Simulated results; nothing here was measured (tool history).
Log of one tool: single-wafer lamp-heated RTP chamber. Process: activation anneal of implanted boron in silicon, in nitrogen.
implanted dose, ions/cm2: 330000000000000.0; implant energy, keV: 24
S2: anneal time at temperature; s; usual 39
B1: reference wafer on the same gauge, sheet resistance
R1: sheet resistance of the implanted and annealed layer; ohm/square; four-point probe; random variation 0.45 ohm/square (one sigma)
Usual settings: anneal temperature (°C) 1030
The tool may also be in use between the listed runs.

{"run": 1, "day": 0.0, "anneal temperature (°C)": 1030, "S2": 31, "B1": 316, "R1": 304.99}
{"run": 2, "day": 0.767, "anneal temperature (°C)": 1030, "S2": 31, "B1": 316.09, "R1": 304.53}
{"run": 3, "day": 1.35, "anneal temperature (°C)": 1030, "S2": 31, "B1": 316.15, "R1": 304.03}
{"run": 4, "day": 2.846, "anneal temperature (°C)": 1053, "S2": 39, "B1": 316.58, "R1": 302.19}
{"run": 5, "day": 3.529, "anneal temperature (°C)": 1053, "S2": 39, "B1": 316.77, "R1": 302.89}
{"run": 6, "day": 4.1, "anneal temperature (°C)": 1019, "S2": 39, "B1": 316.84, "R1": 304.82}
{"run": 7, "day": 4.646, "anneal temperature (°C)": 1019, "S2": 39, "B1": 317.01, "R1": 304.72}
{"run": 8, "day": 6.1, "anneal temperature (°C)": 1030, "S2": 56, "B1": 317.4, "R1": 303.68}
{"run": 9, "day": 7.15, "anneal temperature (°C)": 1030, "S2": 56, "B1": 317.77, "R1": 304.17}
{"run": 10, "day": 8.446, "anneal temperature (°C)": 1038, "S2": 39, "B1": 318.17, "R1": 304.98}
{"day": 8.796, "done": "pyrometer window cleaned and pyrometer calibrated"}
{"run": 11, "day": 9.012, "anneal temperature (°C)": 1030, "S2": 39, "B1": 318.4, "R1": 305.55}
{"day": 9.025, "done": "gauge calibrated"}
{"run": 12, "day": 10.162, "anneal temperature (°C)": 1030, "S2": 39, "B1": 315.06, "R1": 301.3}
{"run": 13, "day": 10.983, "anneal temperature (°C)": 1030, "S2": 39, "B1": 315.04, "R1": 302.44}
{"run": 14, "day": 11.675, "anneal temperature (°C)": 1048, "S2": 52, "B1": 315.11, "R1": 300.69}
{"run": 15, "day": 13.133, "anneal temperature (°C)": 1030, "S2": 39, "B1": 315.15, "R1": 301.9}
{"run": 16, "day": 13.838, "anneal temperature (°C)": 1030, "S2": 39, "B1": 315.25, "R1": 302.17}
{"run": 17, "day": 14.342, "anneal temperature (°C)": 1030, "S2": 39, "B1": 315.38, "R1": 302.98}
{"day": 15.579, "done": "reflector plate cleaned"}
{"run": 18, "day": 15.775, "anneal temperature (°C)": 1030, "S2": 21, "B1": 315.38, "R1": 304.28}
{"run": 19, "day": 16.396, "anneal temperature (°C)": 1030, "S2": 56, "B1": 315.56, "R1": 301.58}
{"run": 20, "day": 17.475, "anneal temperature (°C)": 1058, "S2": 57, "B1": 315.6, "R1": 299.63}

The next listed run, before its measurement:
{"run": 21, "day": 18.633, "anneal temperature (°C)": 1053, "S2": 26, "B1": "?", "R1": "?"}

{"run 21": {"B1": 315.74, "R1": 303.03}}
Without the tool's hidden state the same run would have given R1 302.27 ohm/square.
